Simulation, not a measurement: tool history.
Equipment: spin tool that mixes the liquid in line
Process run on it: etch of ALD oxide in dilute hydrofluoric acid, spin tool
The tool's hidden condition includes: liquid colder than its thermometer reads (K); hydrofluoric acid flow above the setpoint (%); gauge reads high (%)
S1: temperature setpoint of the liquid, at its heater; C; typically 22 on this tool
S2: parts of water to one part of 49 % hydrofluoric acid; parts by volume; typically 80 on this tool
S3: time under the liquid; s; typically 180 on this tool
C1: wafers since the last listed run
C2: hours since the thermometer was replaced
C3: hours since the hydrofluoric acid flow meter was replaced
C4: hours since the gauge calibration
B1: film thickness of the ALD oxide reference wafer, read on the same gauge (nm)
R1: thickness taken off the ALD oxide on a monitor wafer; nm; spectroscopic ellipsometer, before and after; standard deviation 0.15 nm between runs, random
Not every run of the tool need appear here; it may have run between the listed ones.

run,hour,S1,S2,S3,C1,C2,C3,C4,B1,R1
1,0,22,80,180,0,877.5,1244.6,22,90.01,22.77
2,11.1,22,80,180,93,888.6,1255.7,33.1,90.01,22.66
3,17.7,22,80,180,55,895.2,1262.3,39.7,90.02,22.52
4,30.6,22,80,180,108,908.1,1275.2,52.6,89.99,22.93
5,47.7,22,80,180,143,925.2,1292.3,69.7,89.98,22.56
6,60.9,22,80,180,110,938.4,1305.5,82.9,89.99,22.65
7,77.7,22,80,180,141,955.2,1322.3,99.7,90.03,22.55
8,87.3,22,80,180,80,964.8,1331.9,109.3,89.97,22.64
9,98,22,80,180,89,975.5,1342.6,120,89.98,22.66
10,113.9,22,80,180,133,991.4,1358.5,135.9,90,22.67
11,120.6,22,80,180,56,998.1,1365.2,142.6,90.01,22.09
12,126.8,22,80,180,52,1004.3,1371.4,148.8,89.97,22.76
13,134.7,22,80,180,66,1012.2,1379.3,156.7,90.03,22.56
14,147.5,22,80,180,107,1025,1392.1,169.5,90.01,22.54
15,175.9,22,80,180,238,1053.4,1420.5,197.9,89.97,22.42
16,182.6,22,80,180,56,1060.1,1427.2,204.6,90.01,22.3
17,194.5,25,95,120,99,1072,1439.1,216.5,90,14.01
18,209.2,20,105,220,123,1086.7,1453.8,231.2,90,18.6
# hour 219.6: gauge calibrated
19,223.4,26,115,280,119,1100.9,1468,3.8,89.98,27.15
20,232.1,22,80,180,73,1109.6,1476.7,12.5,89.99,22.35
21,247.8,22,80,180,131,1125.3,1492.4,28.2,89.99,22.33
22,259.3,19.5,40,75,96,1136.8,1503.9,39.7,90.01,17.4
# hour 281.2: thermometer replaced
# hour 287.8: hydrofluoric acid flow meter replaced
23,292.3,22,80,180,260,11.1,4.5,72.7,90.04,24.24
24,300.9,18,100,180,72,19.7,13.1,81.3,90.02,16.21
25,307.3,26.5,80,180,53,26.1,19.5,87.7,90.01,29.22
26,317.4,22,80,180,84,36.2,29.6,97.8,90,24.32
27,325.7,22,80,210,69,44.5,37.9,106.1,89.99,28.51
28,332.8,26.5,95,180,59,51.6,45,113.2,90,23.99
29,344.5,22,80,180,98,63.3,56.7,124.9,89.95,24.25
30,358.5,22,80,225,117,77.3,70.7,138.9,90.01,29.96
31,372.7,25,120,265,119,91.5,84.9,153.1,90.02,25.39
32,385.8,18,80,220,109,104.6,98,166.2,89.99,25.08

Per-run results on a tool with no hidden state, each run keeping its own random variation:
run,R1
1,24.74
2,24.64
3,24.5
4,24.97
5,24.6
6,24.73
7,24.64
8,24.76
9,24.81
10,24.85
11,24.23
12,24.97
13,24.77
14,24.76
15,24.7
16,24.57
17,15.4
18,20.55
19,29.83
20,24.72
21,24.73
22,19.38
23,24.5
24,16.4
25,29.55
26,24.63
27,28.9
28,24.31
29,24.61
30,30.44
31,25.8
32,25.55

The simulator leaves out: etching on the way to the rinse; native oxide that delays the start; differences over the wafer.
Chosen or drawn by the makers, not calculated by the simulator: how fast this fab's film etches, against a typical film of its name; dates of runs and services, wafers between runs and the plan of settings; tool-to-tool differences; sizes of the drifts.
